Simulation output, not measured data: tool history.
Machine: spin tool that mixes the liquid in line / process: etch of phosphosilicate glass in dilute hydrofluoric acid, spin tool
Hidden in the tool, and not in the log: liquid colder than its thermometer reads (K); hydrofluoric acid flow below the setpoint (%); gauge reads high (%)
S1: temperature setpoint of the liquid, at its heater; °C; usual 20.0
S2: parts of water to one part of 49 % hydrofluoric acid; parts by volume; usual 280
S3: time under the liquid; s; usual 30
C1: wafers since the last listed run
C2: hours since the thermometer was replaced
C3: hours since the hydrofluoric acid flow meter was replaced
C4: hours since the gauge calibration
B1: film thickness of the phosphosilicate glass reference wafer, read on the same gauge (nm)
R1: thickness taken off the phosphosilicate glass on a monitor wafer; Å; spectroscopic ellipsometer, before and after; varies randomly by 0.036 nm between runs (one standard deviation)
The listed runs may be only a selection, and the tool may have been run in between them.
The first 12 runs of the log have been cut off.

run	hour	S1	S2	S3	C1	C2	C3	C4	B1	R1
# hour 178.7: hydrofluoric acid flow meter replaced
13	184.9	17.0	170	20	121	152.6	6.2	38.5	100.034	45.12
14	194.9	24.0	145	15	122	162.6	16.2	48.5	99.973	53.94
15	211.2	20.0	280	30	200	178.9	32.5	64.8	99.968	40.89
16	229.0	20.0	390	30	218	196.7	50.3	82.6	99.992	27.26
17	235.0	23.0	200	45	73	202.7	56.3	88.6	100.009	104.01
18	250.5	20.0	280	20	190	218.2	71.8	104.1	100.000	27.56
19	259.8	20.0	390	40	114	227.5	81.1	113.4	100.007	35.77
20	273.3	23.0	180	20	165	241.0	94.6	126.9	99.986	52.20
21	281.4	20.0	355	50	99	249.1	102.7	135.0	100.022	50.77
22	291.4	22.0	155	35	122	259.1	112.7	145.0	100.014	104.99
23	299.9	23.5	280	20	104	267.6	121.2	153.5	100.014	30.52
24	306.4	22.0	280	15	79	274.1	127.7	160.0	100.016	21.68
25	315.5	24.5	280	20	111	283.2	136.8	169.1	100.003	31.38
26	329.5	20.0	280	45	171	297.2	150.8	183.1	100.006	59.64
27	343.2	20.0	280	30	168	310.9	164.5	196.8	100.007	40.37

What does the tool deliver on the next run?
28	350.6	20.0	280	30	90	318.3	171.9	204.2	?	?

B1: 99.997
R1: 40.36 Å
Minus the tool's unlogged condition, the same run would have read R1 44.90 Å.

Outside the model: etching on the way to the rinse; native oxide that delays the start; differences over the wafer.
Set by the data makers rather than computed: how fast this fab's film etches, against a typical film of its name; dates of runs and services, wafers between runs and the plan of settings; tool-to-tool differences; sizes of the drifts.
